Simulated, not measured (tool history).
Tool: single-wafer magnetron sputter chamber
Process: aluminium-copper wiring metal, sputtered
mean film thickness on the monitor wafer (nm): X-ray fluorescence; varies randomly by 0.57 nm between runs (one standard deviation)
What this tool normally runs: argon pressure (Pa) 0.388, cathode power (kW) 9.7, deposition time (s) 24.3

| run | hour | argon pressure (Pa) | cathode power (kW) | deposition time (s) | read-back reference wafer on the same gauge, thickness_nm | mean film thickness on the monitor wafer (nm) |
|---|---|---|---|---|---|---|
| 1 | 0 | 0.388 | 9.7 | 24.3 | 359.866 | 366.706 |
| 2 | 15.8 | 0.388 | 9.7 | 24.3 | 359.87 | 364.096 |
| 3 | 28 | 0.388 | 9.7 | 24.3 | 360.051 | 364.849 |
| 4 | 44.8 | 0.388 | 9.7 | 24.3 | 359.977 | 363.43 |
| 5 | 55 | 0.388 | 9.7 | 24.3 | 360.069 | 362.84 |
| 6 | 64 | 0.388 | 9.7 | 22.8 | 360.037 | 340.348 |
|  | 75.2 | sputter target and shields replaced |
| 7 | 77.9 | 0.388 | 9.7 | 22.8 | 359.989 | 345.791 |
| 8 | 88.2 | 0.388 | 9.7 | 22.8 | 360.004 | 344.703 |
| 9 | 97.4 | 0.503 | 9.7 | 24.3 | 359.985 | 337.05 |
| 10 | 112.1 | 0.388 | 9.7 | 24.3 | 359.934 | 364.599 |
| 11 | 128.9 | 0.388 | 9.7 | 24.3 | 359.94 | 364.113 |
| 12 | 138.3 | 0.388 | 9.7 | 24.3 | 360.058 | 362.806 |
|  | 148.6 | capacitance manometer re-zeroed and calibrated |
| 13 | 149.1 | 0.274 | 9.7 | 25.9 | 360.201 | 432.186 |
|  | 162.2 | sputter target and shields replaced |
| 14 | 162.7 | 0.388 | 10.4 | 24.3 | 359.927 | 408.572 |
| 15 | 173.4 | 0.53 | 9.7 | 22.1 | 360.096 | 317.15 |
| 16 | 180.7 | 0.34 | 11.7 | 28.4 | 359.826 | 549.018 |
| 17 | 195.6 | 0.32 | 11.25 | 24.3 | 360.1 | 455.354 |
|  | 206.7 | gauge calibrated |
| 18 | 227.9 | 0.475 | 11 | 19.6 | 360.024 | 325.142 |
| 19 | 242.7 | 0.53 | 7.3 | 22 | 360.159 | 238.102 |
|  | 256.3 | sputter target and shields replaced |
| 20 | 256.8 | 0.388 | 9.7 | 24.3 | 360.075 | 382.094 |
| 21 | 262.1 | 0.53 | 9.7 | 22.1 | 360.219 | 316.178 |
| 22 | 274.5 | 0.388 | 11.25 | 24.3 | 360.104 | 437.58 |
|  | 283.7 | magnet pack replaced |
| 23 | 287.7 | 0.321 | 8.85 | 26.2 | 359.893 | 388.284 |
| 24 | 296.4 | 0.388 | 8.3 | 24.3 | 359.881 | 323.171 |
| 25 | 325.6 | 0.388 | 9.7 | 24.3 | 360.109 | 375.549 |
|  | 344.4 | sputter target and shields replaced |
| 26 | 344.9 | 0.338 | 10.95 | 24.3 | 359.84 | 443.046 |
| 27 | 355.3 | 0.497 | 9.7 | 28.4 | 359.661 | 412.692 |
| 28 | 364.9 | 0.388 | 7.3 | 27.2 | 360.178 | 322.619 |

3 options for the next run, each taken on its own from the tool as it stands now. Forecast them:
| A | 365.3 | 0.388 | 9.7 | 20.2 | ? | ? |
| B | 365.3 | 0.243 | 7.6 | 27.7 | ? | ? |
| C | 365.3 | 0.388 | 9.7 | 22.9 | ? | ? |

| run | read-back reference wafer on the same gauge, thickness_nm | mean film thickness on the monitor wafer (nm) |
|---|---|---|
| A | 359.858 | 314.286 |
| B | 359.858 | 375.574 |
| C | 359.858 | 356.294 |
Without the tool's hidden state the same runs would have given:
| run | mean film thickness on the monitor wafer (nm) |
|---|---|
| A | 318.417 |
| B | 379.966 |
| C | 360.978 |

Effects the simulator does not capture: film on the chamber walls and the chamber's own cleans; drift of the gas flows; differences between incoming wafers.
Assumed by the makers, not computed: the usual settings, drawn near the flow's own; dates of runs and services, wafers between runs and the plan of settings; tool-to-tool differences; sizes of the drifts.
